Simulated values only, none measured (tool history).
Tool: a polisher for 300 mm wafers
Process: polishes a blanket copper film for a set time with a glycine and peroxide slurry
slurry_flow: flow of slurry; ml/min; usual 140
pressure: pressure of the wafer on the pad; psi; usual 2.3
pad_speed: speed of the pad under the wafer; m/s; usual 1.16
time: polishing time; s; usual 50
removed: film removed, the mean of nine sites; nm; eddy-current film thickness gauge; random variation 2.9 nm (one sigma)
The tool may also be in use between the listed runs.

run    hour  slurry_flow  pressure  pad_speed  time  wafers since the last listed run  wafers polished on this pad  hours since the slurry nozzle was cleaned  hours since the head pressure was calibrated  incoming thickness of the incoming film, nm  removed
  1       0          140       2.3       1.16    50                                 0                         7736                                      500.4                                         762.6                                       1617.3    223.9
      129.2  -- worn pad replaced by a new one
  2   311.7          140       2.3       1.16    50                              3823                         2266                                      812.1                                        1074.3                                       1585.1    230.2
      320.4  -- slurry nozzle cleaned
  3   358.3          140       2.3       1.16    50                               566                         2833                                       37.9                                        1120.9                                       1594.7    227.8
  4   406.1          140       2.3       1.16    50                               593                         3427                                       85.7                                        1168.7                                       1595.2    221.7
      413.4  -- head pressure recalibrated
  5   498.4          140         2       1.16    50                              1121                         4549                                        178                                            85                                       1589.8    208.1
  6   646.4          140         2       1.16    50                              1838                         6388                                        326                                           233                                       1592.9    201.6
  7   736.9          140         2       1.16    50                              1124                         7512                                      416.5                                         323.5                                       1629.6    203.3
  8   809.9          140       2.3       1.16    42                               907                         8419                                      489.5                                         396.5                                       1603.1      186
      878.8  -- worn pad replaced by a new one
  9   891.2          140       2.5       1.42    50                               960                          154                                      570.8                                         477.8                                       1611.7    304.6
 10     974          140       2.5       1.42    50                              1028                         1183                                      653.6                                         560.6                                       1602.2    295.5
 11  1078.9          140       2.5       1.42    50                              1303                         2486                                      758.5                                         665.5                                       1612.9    287.7
 12  1132.5          140       2.3       1.42    38                               665                         3152                                      812.1                                         719.1                                         1611    198.4
       1194  -- slurry nozzle cleaned
 13  1219.5          140       2.3       1.42    38                              1068                         4221                                       25.5                                         806.1                                         1589    207.4
 14  1273.2          140       2.3       1.42    38                               667                         4888                                       79.2                                         859.8                                       1595.1    200.3
     1373.2  -- head pressure recalibrated
 15  1378.1          140       2.3       1.16    50                              1278                         6167                                      184.1                                           4.9                                       1600.1    227.1
 16  1485.1          140       2.3       1.16    50                              1329                         7496                                      291.1                                         111.9                                       1596.4    220.1
 17  1549.2          140       1.9       1.16    50                               796                         8292                                      355.2                                           176                                         1581    200.3
       1574  -- worn pad replaced by a new one
 18  1604.2          140       1.9       1.16    50                               633                          374                                      410.2                                           231                                       1593.4    206.5
 19  1705.4           90       2.3       1.04    50                              1257                         1632                                      511.4                                         332.2                                       1611.7    191.2
 20  1794.3          110       1.6       1.38    50                              1104                         2736                                      600.3                                         421.1                                       1616.3    196.5
 21  1868.8          140       2.3       1.16    50                               925                         3662                                      674.8                                         495.6                                       1592.9    223.5
     1912.9  -- slurry nozzle cleaned
 22  1914.6           90       2.7       0.92    35                               556                         4219                                        1.7                                         541.4                                       1595.7    134.8
 23  1976.9          140       2.1       1.16    50                               774                         4993                                         64                                         603.7                                       1569.7    215.9
 24  2084.1          110       1.8       1.16    60                              1331                         6325                                      171.2                                         710.9                                       1591.9    217.9
 25  2140.2          140       2.3       1.16    56                               697                         7022                                      227.3                                           767                                       1629.6    248.7
     2176.2  -- worn pad replaced by a new one
 26  2211.1          140       2.3       1.16    50                               831                          434                                      298.2                                         837.9                                       1603.4    229.2
 27  2278.2          125       2.9       1.16    60                               833                         1267                                      365.3                                           905                                       1582.7    327.2
     2475.8  -- head pressure recalibrated
 28  2477.6          140       2.3        0.9    50                              2452                         3720                                      564.7                                           1.8                                       1598.4      182
 29  2560.9          115       2.3       1.16    50                              1035                         4755                                        648                                          85.1                                       1615.8      213
     2720.3  -- slurry nozzle cleaned
 30    2751          140       2.3       1.16    50                              2349                         7105                                       30.7                                         275.2                                       1603.8    220.2
     2844.5  -- worn pad replaced by a new one
 31  2845.1           90       3.1       1.16    50                              1119                            6                                      124.8                                         369.3                                       1591.2    270.4
 32  2899.3          140       2.3       1.16    50                               673                          680                                        179                                         423.5                                       1577.1    237.2
 33  2973.5          140       2.3        1.4    40                               921                         1602                                      253.2                                         497.7                                       1620.2    216.2
 34  3021.8          140       2.3       1.16    50                               600                         2202                                      301.5                                           546                                       1621.9    226.8
 35  3104.4          140       1.7       1.16    45                              1026                         3228                                      384.1                                         628.6                                       1612.6    169.4
 36  3209.1          140       2.3       1.16    50                              1300                         4529                                      488.8                                         733.3                                       1591.4    228.9
 37  3300.9          125       2.3       0.92    57                              1140                         5670                                      580.6                                         825.1                                       1625.1      210

How the hidden state differs across the entries between the runs, from the last listed run before each to the first after it:
Between runs 1 and 2: worn pad replaced by a new one (hour 129.2)
  removal rate lost through wear of the pad, %: 6.42 -> 4.74
  measured less the result without the state, removed: -15.4 -> -11.5 nm
Between runs 2 and 3: slurry nozzle cleaned (hour 320.4)
  removal rate lost through wear of the pad, %: 4.74 -> 5.31
  measured less the result without the state, removed: -11.5 -> -12.8 nm
Between runs 4 and 5: head pressure recalibrated (hour 413.4)
  removal rate lost through wear of the pad, %: 5.78 -> 6.44
  measured less the result without the state, removed: -13.6 -> -14.4 nm
Between runs 8 and 9: worn pad replaced by a new one (hour 878.8)
  removal rate lost through wear of the pad, %: 7.4 -> 0.805
  measured less the result without the state, removed: -14.9 -> -2.5 nm
Between runs 12 and 13: slurry nozzle cleaned (hour 1194)
  removal rate lost through wear of the pad, %: 5.09 -> 5.79
  measured less the result without the state, removed: -10.6 -> -12.7 nm
Between runs 14 and 15: head pressure recalibrated (hour 1373.2)
  removal rate lost through wear of the pad, %: 6.1 -> 6.53
  measured less the result without the state, removed: -13 -> -15.8 nm
Between runs 17 and 18: worn pad replaced by a new one (hour 1574)
  removal rate lost through wear of the pad, %: 6.91 -> 0.875
  measured less the result without the state, removed: -14.8 -> -1.8 nm
Between runs 21 and 22: slurry nozzle cleaned (hour 1912.9)
  removal rate lost through wear of the pad, %: 5.03 -> 5.36
  measured less the result without the state, removed: -11.8 -> -7.7 nm
Between runs 25 and 26: worn pad replaced by a new one (hour 2176.2)
  removal rate lost through wear of the pad, %: 6.29 -> 2.78
  measured less the result without the state, removed: -16.7 -> -6.5 nm
Between runs 27 and 28: head pressure recalibrated (hour 2475.8)
  removal rate lost through wear of the pad, %: 4.31 -> 6.86
  measured less the result without the state, removed: -14.8 -> -13.4 nm
Between runs 29 and 30: slurry nozzle cleaned (hour 2720.3)
  removal rate lost through wear of the pad, %: 7.4 -> 8.09
  measured less the result without the state, removed: -17 -> -19.4 nm
Between runs 30 and 31: worn pad replaced by a new one (hour 2844.5)
  removal rate lost through wear of the pad, %: 8.09 -> 0.366
  measured less the result without the state, removed: -19.4 -> -1 nm
